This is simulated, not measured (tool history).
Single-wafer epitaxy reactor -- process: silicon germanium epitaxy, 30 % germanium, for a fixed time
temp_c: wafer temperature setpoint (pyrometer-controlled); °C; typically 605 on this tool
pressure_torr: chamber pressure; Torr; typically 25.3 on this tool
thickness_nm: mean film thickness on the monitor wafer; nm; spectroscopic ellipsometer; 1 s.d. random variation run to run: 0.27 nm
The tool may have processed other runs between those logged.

run,day,temp_c,pressure_torr,wafers since the last listed run,hours since the last pyrometer calibration,hours since the last manometer calibration,hours since the showerhead was replaced,hours since the gauge calibration,"read-back reference wafer on the same gauge, thickness_nm",thickness_nm
1,0,605,25.3,0,1654.6,1841.4,2625.6,78.6,60.571,85.008
2,0.371,605,25.3,222,1663.5,1850.3,2634.5,87.5,60.432,85.691
3,0.933,605,25.3,337,1677,1863.8,2648,101,60.443,85.242
4,1.383,605,25.3,269,1687.8,1874.6,2658.8,111.8,60.51,85.494
5,1.829,600,29.2,267,1698.5,1885.3,2669.5,122.5,60.5,81.801
6,2.242,600,29.2,247,1708.4,1895.2,2679.4,132.4,60.438,81.379
# day 3.512: showerhead replaced
7,3.954,600,29.2,826,1749.5,1936.3,10.6,173.5,60.497,81.552
8,4.525,605,25.3,342,1763.2,1950,24.3,187.2,60.454,85.348
9,5.112,605,25.3,352,1777.3,1964.1,38.4,201.3,60.542,85.499
10,5.679,617,25.3,339,1790.9,1977.7,52,214.9,60.561,108.901
# day 6.075: pyrometer calibrated
11,6.375,610,28.7,217,7.2,1994.4,68.7,231.6,60.449,87.182
12,6.671,605,30.1,177,14.3,2001.5,75.8,238.7,60.508,79.847
# day 7.654: gauge calibrated
# day 7.925: capacitance manometer re-zeroed and calibrated
13,8.092,595,19.8,652,48.4,4,109.9,10.5,60.569,55.835
14,8.621,593,31.2,317,61.1,16.7,122.6,23.2,60.548,64.266
15,9.362,591,27.1,444,78.9,34.5,140.4,41,60.541,58.282
16,9.762,605,25.3,239,88.5,44.1,150,50.6,60.509,75.696
17,10.429,605,25.3,399,104.5,60.1,166,66.6,60.578,76.434
18,10.779,593,21.5,209,112.9,68.5,174.4,75,60.458,55.582

What if the next run were any one of these 5? Each begins from the tool's condition after run 18:
A,10.796,605,25.3,9,113.3,68.9,174.8,75.4,?,?
B,10.796,592,22.9,9,113.3,68.9,174.8,75.4,?,?
C,10.796,618,21.4,9,113.3,68.9,174.8,75.4,?,?
D,10.796,611,20.5,9,113.3,68.9,174.8,75.4,?,?
E,10.796,611,31.1,9,113.3,68.9,174.8,75.4,?,?

run,"read-back reference wafer on the same gauge, thickness_nm",thickness_nm
A,60.491,76.353
B,60.491,56.188
C,60.491,92.824
D,60.491,79.487
E,60.491,93.315
Take away the tool's hidden state, keep each run's random variation, and the runs would have read:
run,thickness_nm
A,74.54
B,54.809
C,90.691
D,77.628
E,91.133
